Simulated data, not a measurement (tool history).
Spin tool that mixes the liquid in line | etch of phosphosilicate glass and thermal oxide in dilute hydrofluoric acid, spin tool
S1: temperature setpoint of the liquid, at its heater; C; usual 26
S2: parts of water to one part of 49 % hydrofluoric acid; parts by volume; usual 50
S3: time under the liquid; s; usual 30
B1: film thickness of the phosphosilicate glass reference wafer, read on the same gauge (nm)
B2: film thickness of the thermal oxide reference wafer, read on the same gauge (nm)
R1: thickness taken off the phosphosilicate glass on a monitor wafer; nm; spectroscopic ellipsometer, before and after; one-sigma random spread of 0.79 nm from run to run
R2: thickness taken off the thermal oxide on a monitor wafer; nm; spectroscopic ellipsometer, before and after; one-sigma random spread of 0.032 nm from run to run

run	hour	S1	S2	S3	B1	B2	R1	R2
1	0	26	50	30	139.98	50.014	148.97	2.845
2	31	26	50	30	140.01	50.016	145.87	2.875
3	79.3	26	50	30	139.99	50.009	146.73	2.859
4	115.8	22.5	50	30	140.01	50.007	124.84	2.439
5	180.8	22.5	50	30	140.01	50.002	124.03	2.473
6	216.9	22.5	50	30	139.98	49.99	122.67	2.394
7	287.6	26	50	40	140	49.999	188.07	3.629
# hour 336.8: thermometer replaced
8	344.4	26	50	30	139.99	49.994	146.71	2.876
# hour 402.8: hydrofluoric acid flow meter replaced
9	413.3	26	50	30	139.98	49.96	152.18	2.922
10	453.5	23	70	15	140.01	49.968	45.94	0.908
11	501	22.5	50	30	140.02	50.017	129.44	2.518
12	528.3	26	70	30	140.02	49.987	102.5	2.033
13	555.6	28.5	50	15	140.03	49.986	81.84	1.598
14	618.6	26	40	15	139.99	49.99	93.15	1.856
15	664	22.5	50	30	140	49.967	126.8	2.502
# hour 679.4: gauge calibrated
16	715.8	26	50	30	140.01	50.004	144.32	2.875
17	758.9	27.5	65	30	140.04	50.011	114.77	2.242
18	801.6	30.5	50	30	139.95	50.018	169.65	3.352
# hour 818.9: hydrofluoric acid flow meter replaced
19	860.1	26	50	30	140.01	50.03	145.39	2.805
20	928	26	50	35	139.96	50.003	168.64	3.297
21	953.5	26	50	25	140.03	50.034	119.98	2.366
22	1003.2	28	35	15	140	50.019	112.42	2.214
# hour 1048.7: thermometer replaced
23	1056.7	30	50	45	140.02	50.001	262.7	5.166
24	1085.6	30.5	65	20	140	49.998	89.17	1.702

5 options for the next run, each taken on its own from the tool as it stands now. Forecast them:
A	1086	26	50	20	?	?	?	?
B	1086	22.5	25	40	?	?	?	?
C	1086	28	70	15	?	?	?	?
D	1086	27.5	50	15	?	?	?	?
E	1086	27.5	30	15	?	?	?	?

run	B1	B2	R1	R2
A	139.99	49.985	98.59	1.943
B	139.99	49.985	352.86	6.955
C	139.99	49.985	55.58	1.095
D	139.99	49.985	78.55	1.548
E	139.99	49.985	134.89	2.659
What these runs would have given with no unlogged condition in the tool:
run	R1	R2
A	102.39	2.018
B	366.33	7.22
C	57.75	1.138
D	81.57	1.608
E	139.99	2.759
